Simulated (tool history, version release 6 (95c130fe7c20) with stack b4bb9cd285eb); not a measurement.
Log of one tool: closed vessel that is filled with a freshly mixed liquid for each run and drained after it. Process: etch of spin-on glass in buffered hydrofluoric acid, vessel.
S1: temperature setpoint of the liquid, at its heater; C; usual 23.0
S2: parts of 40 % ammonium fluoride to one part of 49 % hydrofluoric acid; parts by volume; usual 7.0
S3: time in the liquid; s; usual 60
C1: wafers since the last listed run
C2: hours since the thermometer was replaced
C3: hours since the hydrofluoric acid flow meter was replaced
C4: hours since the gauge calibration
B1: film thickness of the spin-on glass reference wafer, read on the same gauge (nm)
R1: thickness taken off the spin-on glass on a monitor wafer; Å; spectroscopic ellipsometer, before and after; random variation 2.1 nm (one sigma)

{"run": 1, "hour": 0.0, "S1": 25.5, "S2": 8.0, "S3": 60, "C1": 0, "C2": 1293.7, "C3": 1742.9, "C4": 122.2, "B1": 60.01, "R1": 3148.3}
{"run": 2, "hour": 24.2, "S1": 25.5, "S2": 8.0, "S3": 60, "C1": 2523, "C2": 1317.9, "C3": 1767.1, "C4": 146.4, "B1": 59.99, "R1": 3142.1}
{"run": 3, "hour": 81.3, "S1": 23.0, "S2": 5.0, "S3": 60, "C1": 5953, "C2": 1375.0, "C3": 1824.2, "C4": 203.5, "B1": 59.99, "R1": 4261.3}
{"run": 4, "hour": 124.6, "S1": 23.0, "S2": 5.0, "S3": 60, "C1": 4514, "C2": 1418.3, "C3": 1867.5, "C4": 246.8, "B1": 60.04, "R1": 4291.1}
{"run": 5, "hour": 162.8, "S1": 23.0, "S2": 5.0, "S3": 60, "C1": 3983, "C2": 1456.5, "C3": 1905.7, "C4": 285.0, "B1": 59.99, "R1": 4325.7}
{"run": 6, "hour": 217.5, "S1": 23.0, "S2": 7.0, "S3": 60, "C1": 5703, "C2": 1511.2, "C3": 1960.4, "C4": 339.7, "B1": 60.01, "R1": 3223.6}
{"run": 7, "hour": 265.4, "S1": 23.0, "S2": 7.0, "S3": 60, "C1": 4994, "C2": 1559.1, "C3": 2008.3, "C4": 387.6, "B1": 60.04, "R1": 3231.7}
{"run": 8, "hour": 325.3, "S1": 23.0, "S2": 7.0, "S3": 60, "C1": 6245, "C2": 1619.0, "C3": 2068.2, "C4": 447.5, "B1": 60.0, "R1": 3201.2}
{"hour": 376.7, "done": "gauge calibrated"}
{"run": 9, "hour": 386.6, "S1": 23.0, "S2": 8.5, "S3": 60, "C1": 6391, "C2": 1680.3, "C3": 2129.5, "C4": 9.9, "B1": 60.0, "R1": 2672.4}
{"run": 10, "hour": 412.9, "S1": 23.0, "S2": 5.0, "S3": 60, "C1": 2742, "C2": 1706.6, "C3": 2155.8, "C4": 36.2, "B1": 59.98, "R1": 4358.6}
{"hour": 439.2, "done": "thermometer replaced"}
{"hour": 460.2, "done": "hydrofluoric acid flow meter replaced"}
{"run": 11, "hour": 462.9, "S1": 23.0, "S2": 7.0, "S3": 80, "C1": 5005, "C2": 23.7, "C3": 2.7, "C4": 86.2, "B1": 60.02, "R1": 3867.0}
{"run": 12, "hour": 500.4, "S1": 20.0, "S2": 8.0, "S3": 90, "C1": 3910, "C2": 61.2, "C3": 40.2, "C4": 123.7, "B1": 60.0, "R1": 3205.9}
{"run": 13, "hour": 543.7, "S1": 23.0, "S2": 7.0, "S3": 60, "C1": 4514, "C2": 104.5, "C3": 83.5, "C4": 167.0, "B1": 60.0, "R1": 2900.3}
{"run": 14, "hour": 568.3, "S1": 23.0, "S2": 9.5, "S3": 85, "C1": 2565, "C2": 129.1, "C3": 108.1, "C4": 191.6, "B1": 60.02, "R1": 3068.8}
{"run": 15, "hour": 595.5, "S1": 23.0, "S2": 6.0, "S3": 60, "C1": 2836, "C2": 156.3, "C3": 135.3, "C4": 218.8, "B1": 60.01, "R1": 3350.0}
{"run": 16, "hour": 637.2, "S1": 24.5, "S2": 7.0, "S3": 60, "C1": 4348, "C2": 198.0, "C3": 177.0, "C4": 260.5, "B1": 59.97, "R1": 3175.3}
{"run": 17, "hour": 670.0, "S1": 25.0, "S2": 5.5, "S3": 40, "C1": 3420, "C2": 230.8, "C3": 209.8, "C4": 293.3, "B1": 59.97, "R1": 2671.4}
{"run": 18, "hour": 734.4, "S1": 23.0, "S2": 7.0, "S3": 60, "C1": 6715, "C2": 295.2, "C3": 274.2, "C4": 357.7, "B1": 60.0, "R1": 2933.3}

Forecast each of these 4 alternatives for the next run:
{"run": "A", "hour": 735.1, "S1": 23.0, "S2": 7.0, "S3": 60, "C1": 72, "C2": 295.9, "C3": 274.9, "C4": 358.4, "B1": "?", "R1": "?"}
{"run": "B", "hour": 735.1, "S1": 21.5, "S2": 8.0, "S3": 50, "C1": 72, "C2": 295.9, "C3": 274.9, "C4": 358.4, "B1": "?", "R1": "?"}
{"run": "C", "hour": 735.1, "S1": 27.0, "S2": 9.5, "S3": 60, "C1": 72, "C2": 295.9, "C3": 274.9, "C4": 358.4, "B1": "?", "R1": "?"}
{"run": "D", "hour": 735.1, "S1": 20.5, "S2": 5.5, "S3": 60, "C1": 72, "C2": 295.9, "C3": 274.9, "C4": 358.4, "B1": "?", "R1": "?"}

run=A B1=60.05 R1=2924.6
run=B B1=60.05 R1=1943.1
run=C B1=60.05 R1=2672.1
run=D B1=60.05 R1=3136.2
Without the tool's hidden state the same runs would have given:
run=A R1=2820.9
run=B R1=1873.5
run=C R1=2579.7
run=D R1=3023.3
